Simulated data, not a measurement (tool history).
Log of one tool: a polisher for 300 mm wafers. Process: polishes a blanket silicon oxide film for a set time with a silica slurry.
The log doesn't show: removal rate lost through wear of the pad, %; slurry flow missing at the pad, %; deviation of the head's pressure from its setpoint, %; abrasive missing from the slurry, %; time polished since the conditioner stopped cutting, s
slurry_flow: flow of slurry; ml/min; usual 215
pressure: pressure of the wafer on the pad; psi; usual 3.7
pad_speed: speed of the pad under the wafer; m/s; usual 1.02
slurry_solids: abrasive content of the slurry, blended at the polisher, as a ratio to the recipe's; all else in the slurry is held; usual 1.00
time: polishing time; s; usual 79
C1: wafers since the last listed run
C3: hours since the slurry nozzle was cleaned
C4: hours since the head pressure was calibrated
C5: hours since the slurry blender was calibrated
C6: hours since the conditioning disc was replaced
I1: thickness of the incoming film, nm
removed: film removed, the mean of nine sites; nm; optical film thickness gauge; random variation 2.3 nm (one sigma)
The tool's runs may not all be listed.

run 1 day=0.000 | slurry_flow=215 pressure=3.7 pad_speed=1.02 slurry_solids=1.00 time=70 | C1=0 wafers_polished_on_this_pad=724 C3=324.9 C4=389.4 C5=231.6 C6=92.1 | I1=1347.1 | removed=212.4
run 2 day=2.392 | slurry_flow=215 pressure=3.7 pad_speed=1.02 slurry_solids=1.00 time=70 | C1=658 wafers_polished_on_this_pad=1382 C3=382.3 C4=446.8 C5=289.0 C6=149.5 | I1=1311.1 | removed=209.3
-- day=4.762 slurry blender recalibrated
run 3 day=4.908 | slurry_flow=215 pressure=3.7 pad_speed=1.02 slurry_solids=1.00 time=70 | C1=669 wafers_polished_on_this_pad=2052 C3=442.7 C4=507.2 C5=3.5 C6=209.9 | I1=1328.1 | removed=209.6
-- day=7.721 conditioning disc replaced and pad reconditioned
run 4 day=7.742 | slurry_flow=215 pressure=3.7 pad_speed=1.02 slurry_solids=1.00 time=79 | C1=756 wafers_polished_on_this_pad=2808 C3=510.7 C4=575.2 C5=71.5 C6=0.5 | I1=1355.5 | removed=232.7
run 5 day=8.750 | slurry_flow=215 pressure=3.7 pad_speed=1.02 slurry_solids=1.00 time=79 | C1=277 wafers_polished_on_this_pad=3086 C3=534.9 C4=599.4 C5=95.7 C6=24.7 | I1=1320.5 | removed=230.6
-- day=9.246 worn pad replaced by a new one
run 6 day=11.746 | slurry_flow=215 pressure=3.7 pad_speed=1.02 slurry_solids=1.00 time=79 | C1=778 wafers_polished_on_this_pad=687 C3=606.8 C4=671.3 C5=167.6 C6=96.6 | I1=1341.2 | removed=226.9
run 7 day=13.296 | slurry_flow=215 pressure=3.7 pad_speed=1.02 slurry_solids=1.00 time=79 | C1=426 wafers_polished_on_this_pad=1114 C3=644.0 C4=708.5 C5=204.8 C6=133.8 | I1=1340.2 | removed=226.4
run 8 day=14.858 | slurry_flow=195 pressure=3.7 pad_speed=1.02 slurry_solids=1.00 time=79 | C1=429 wafers_polished_on_this_pad=1543 C3=681.5 C4=746.0 C5=242.3 C6=171.3 | I1=1341.7 | removed=225.2
run 9 day=16.079 | slurry_flow=195 pressure=3.7 pad_speed=1.02 slurry_solids=1.00 time=79 | C1=335 wafers_polished_on_this_pad=1879 C3=710.8 C4=775.3 C5=271.6 C6=200.6 | I1=1337.5 | removed=223.3
run 10 day=17.325 | slurry_flow=215 pressure=2.7 pad_speed=1.02 slurry_solids=1.00 time=79 | C1=342 wafers_polished_on_this_pad=2222 C3=740.7 C4=805.2 C5=301.5 C6=230.5 | I1=1302.7 | removed=173.3
-- day=18.812 worn pad replaced by a new one
-- day=19.492 slurry blender recalibrated
run 11 day=19.779 | slurry_flow=215 pressure=4.3 pad_speed=1.34 slurry_solids=1.15 time=87 | C1=606 wafers_polished_on_this_pad=243 C3=799.6 C4=864.1 C5=6.9 C6=289.4 | I1=1332.3 | removed=374.1
-- day=20.483 conditioning disc replaced and pad reconditioned
run 12 day=21.092 | slurry_flow=280 pressure=3.7 pad_speed=1.02 slurry_solids=1.00 time=79 | C1=338 wafers_polished_on_this_pad=581 C3=831.1 C4=895.6 C5=38.4 C6=14.6 | I1=1332.9 | removed=237.7
-- day=22.275 slurry nozzle cleaned
-- day=23.433 head pressure recalibrated
run 13 day=23.904 | slurry_flow=215 pressure=3.7 pad_speed=0.66 slurry_solids=1.00 time=106 | C1=739 wafers_polished_on_this_pad=1320 C3=39.1 C4=11.3 C5=105.9 C6=82.1 | I1=1312.5 | removed=240.2
run 14 day=24.929 | slurry_flow=260 pressure=3.7 pad_speed=0.88 slurry_solids=0.80 time=93 | C1=282 wafers_polished_on_this_pad=1602 C3=63.7 C4=35.9 C5=130.5 C6=106.7 | I1=1350.5 | removed=245.8
run 15 day=27.671 | slurry_flow=250 pressure=3.7 pad_speed=1.26 slurry_solids=1.00 time=89 | C1=754 wafers_polished_on_this_pad=2357 C3=129.5 C4=101.7 C5=196.3 C6=172.5 | I1=1318.3 | removed=336.3
-- day=28.638 worn pad replaced by a new one
run 16 day=28.679 | slurry_flow=215 pressure=4.6 pad_speed=1.02 slurry_solids=1.00 time=79 | C1=231 wafers_polished_on_this_pad=11 C3=153.7 C4=125.9 C5=220.5 C6=196.7 | I1=1328.4 | removed=300.2
run 17 day=30.129 | slurry_flow=215 pressure=3.7 pad_speed=1.02 slurry_solids=1.00 time=79 | C1=399 wafers_polished_on_this_pad=410 C3=188.5 C4=160.7 C5=255.3 C6=231.5 | I1=1320.2 | removed=246.9
run 18 day=32.767 | slurry_flow=285 pressure=4.6 pad_speed=1.02 slurry_solids=1.15 time=87 | C1=725 wafers_polished_on_this_pad=1136 C3=251.8 C4=224.0 C5=318.6 C6=294.8 | I1=1347.8 | removed=358.3
-- day=33.450 conditioning disc replaced and pad reconditioned
run 19 day=33.808 | slurry_flow=145 pressure=3.7 pad_speed=1.14 slurry_solids=1.00 time=79 | C1=263 wafers_polished_on_this_pad=1399 C3=276.8 C4=249.0 C5=343.6 C6=8.6 | I1=1316.8 | removed=238.8
-- day=35.900 slurry blender recalibrated
run 20 day=36.242 | slurry_flow=215 pressure=4.5 pad_speed=0.80 slurry_solids=1.00 time=79 | C1=646 wafers_polished_on_this_pad=2046 C3=335.2 C4=307.4 C5=8.2 C6=67.0 | I1=1334.3 | removed=237.9
run 21 day=37.521 | slurry_flow=215 pressure=3.7 pad_speed=1.02 slurry_solids=1.00 time=70 | C1=351 wafers_polished_on_this_pad=2398 C3=365.9 C4=338.1 C5=38.9 C6=97.7 | I1=1350.4 | removed=208.4
-- day=39.738 worn pad replaced by a new one
run 22 day=40.292 | slurry_flow=215 pressure=3.7 pad_speed=1.02 slurry_solids=1.00 time=79 | C1=716 wafers_polished_on_this_pad=152 C3=432.4 C4=404.6 C5=105.4 C6=164.2 | I1=1341.5 | removed=239.2
run 23 day=42.171 | slurry_flow=275 pressure=3.7 pad_speed=0.78 slurry_solids=1.15 time=79 | C1=517 wafers_polished_on_this_pad=669 C3=477.5 C4=449.7 C5=150.5 C6=209.3 | I1=1314.1 | removed=207.7
run 24 day=43.454 | slurry_flow=180 pressure=3.7 pad_speed=1.02 slurry_solids=1.00 time=79 | C1=353 wafers_polished_on_this_pad=1022 C3=508.3 C4=480.5 C5=181.3 C6=240.1 | I1=1356.1 | removed=220.3

What the log doesn't show, run by run:
removal rate lost through wear of the pad, %: 0 in every run
deviation of the head's pressure from its setpoint, %: 0 in every run
abrasive missing from the slurry, %: 0 in every run
time polished since the conditioner stopped cutting, s: 0 in every run
H1: slurry flow missing at the pad, %
run=1 H1=33.7
run=2 H1=36.1
run=3 H1=38.1
run=4 H1=39.9
run=5 H1=40.5
run=6 H1=41.8
run=7 H1=42.3
run=8 H1=42.8
run=9 H1=43.1
run=10 H1=43.4
run=11 H1=43.9
run=12 H1=44.2
run=13 H1=7.06
run=14 H1=10.3
run=15 H1=17.6
run=16 H1=19.9
run=17 H1=22.8
run=18 H1=27.2
run=19 H1=28.7
run=20 H1=31.6
run=21 H1=32.9
run=22 H1=35.2
run=23 H1=36.5
run=24 H1=37.3
